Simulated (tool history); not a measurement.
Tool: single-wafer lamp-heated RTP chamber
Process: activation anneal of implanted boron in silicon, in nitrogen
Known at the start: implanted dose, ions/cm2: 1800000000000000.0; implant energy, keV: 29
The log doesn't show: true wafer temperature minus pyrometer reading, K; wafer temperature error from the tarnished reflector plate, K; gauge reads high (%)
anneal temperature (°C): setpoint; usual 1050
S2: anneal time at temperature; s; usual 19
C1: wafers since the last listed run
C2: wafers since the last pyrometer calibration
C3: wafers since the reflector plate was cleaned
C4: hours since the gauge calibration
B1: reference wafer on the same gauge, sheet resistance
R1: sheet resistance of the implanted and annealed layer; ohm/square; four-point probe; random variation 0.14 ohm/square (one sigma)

Run 1, hour 0.0: usual settings; C1 0; C2 2719; C3 7711; C4 284.2; B1 62.13. Result: R1 65.35 ohm/square.
At hour 50.5: reflector plate cleaned.
Run 2, hour 68.3: usual settings; C1 977; C2 3696; C3 288; C4 352.5; B1 62.10. Result: R1 65.17 ohm/square.
Run 3, hour 141.2: usual settings; C1 1181; C2 4878; C3 1470; C4 425.4; B1 62.07. Result: R1 65.04 ohm/square.
Run 4, hour 205.5: usual settings; C1 1042; C2 5920; C3 2512; C4 489.7; B1 62.10. Result: R1 64.72 ohm/square.
Run 5, hour 293.6: usual settings; C1 1428; C2 7348; C3 3940; C4 577.8; B1 62.09. Result: R1 65.17 ohm/square.
At hour 323.9: pyrometer window cleaned and pyrometer calibrated.
Run 6, hour 369.6: usual settings; C1 1102; C2 740; C3 5042; C4 653.8; B1 62.11. Result: R1 65.71 ohm/square.
Run 7, hour 473.3: usual settings; C1 1680; C2 2421; C3 6723; C4 757.5; B1 62.07. Result: R1 65.00 ohm/square.
Run 8, hour 572.7: usual settings; C1 1611; C2 4032; C3 8334; C4 856.9; B1 62.10. Result: R1 65.15 ohm/square.
At hour 645.0: reflector plate cleaned.
Run 9, hour 674.4: usual settings; C1 1518; C2 5551; C3 476; C4 958.6; B1 62.11. Result: R1 65.01 ohm/square.
Run 10, hour 716.6: usual settings; C1 684; C2 6235; C3 1160; C4 1000.8; B1 62.05. Result: R1 64.88 ohm/square.
At hour 772.6: pyrometer window cleaned and pyrometer calibrated.
Run 11, hour 814.2: usual settings but anneal temperature (°C) 1041, S2 14 s; C1 1452; C2 673; C3 2612; C4 1098.4; B1 62.10. Result: R1 66.83 ohm/square.
Run 12, hour 885.1: usual settings but S2 24 s; C1 1149; C2 1823; C3 3762; C4 1169.3; B1 62.09. Result: R1 64.93 ohm/square.
Run 13, hour 927.6: usual settings but anneal temperature (°C) 1066, S2 23 s; C1 688; C2 2511; C3 4451; C4 1211.8; B1 62.10. Result: R1 64.07 ohm/square.
At hour 942.2: gauge calibrated.
Run 14, hour 1063.5: usual settings but anneal temperature (°C) 1032; C1 2202; C2 4714; C3 6653; C4 121.3; B1 62.09. Result: R1 66.58 ohm/square.
Run 15, hour 1138.5: usual settings; C1 1215; C2 5930; C3 7869; C4 196.3; B1 62.11. Result: R1 65.08 ohm/square.
At hour 1183.6: reflector plate cleaned.
At hour 1192.8: pyrometer window cleaned and pyrometer calibrated.
Run 16, hour 1245.1: usual settings but anneal temperature (°C) 1032, S2 10 s; C1 1468; C2 847; C3 867; C4 302.9; B1 62.09. Result: R1 68.30 ohm/square.
Run 17, hour 1281.3: usual settings; C1 586; C2 1433; C3 1454; C4 339.1; B1 62.09. Result: R1 65.23 ohm/square.
Run 18, hour 1381.4: usual settings but anneal temperature (°C) 1033; C1 1622; C2 3056; C3 3077; C4 439.2; B1 62.10. Result: R1 66.63 ohm/square.
Run 19, hour 1454.2: usual settings but S2 26 s; C1 1180; C2 4236; C3 4257; C4 512.0; B1 62.10. Result: R1 64.55 ohm/square.
Run 20, hour 1547.2: usual settings but anneal temperature (°C) 1076, S2 23 s; C1 1507; C2 5743; C3 5764; C4 605.0; B1 62.12. Result: R1 63.55 ohm/square.

What the log doesn't show, run by run:
wafer temperature error from the tarnished reflector plate, K: 0 in every run
gauge reads high (%): 0 in every run
H1: true wafer temperature minus pyrometer reading, K
run    H1
  1  10.9
  2  12.3
  3  13.3
  4  13.9
  5  14.3
  6  5.11
  7  9.83
  8  12.1
  9  13.2
 10  13.5
 11  4.63
 12   8.3
 13  9.78
 14  12.4
 15  13.1
 16   6.1
 17  8.05
 18  11.5
 19  12.8
 20  13.8
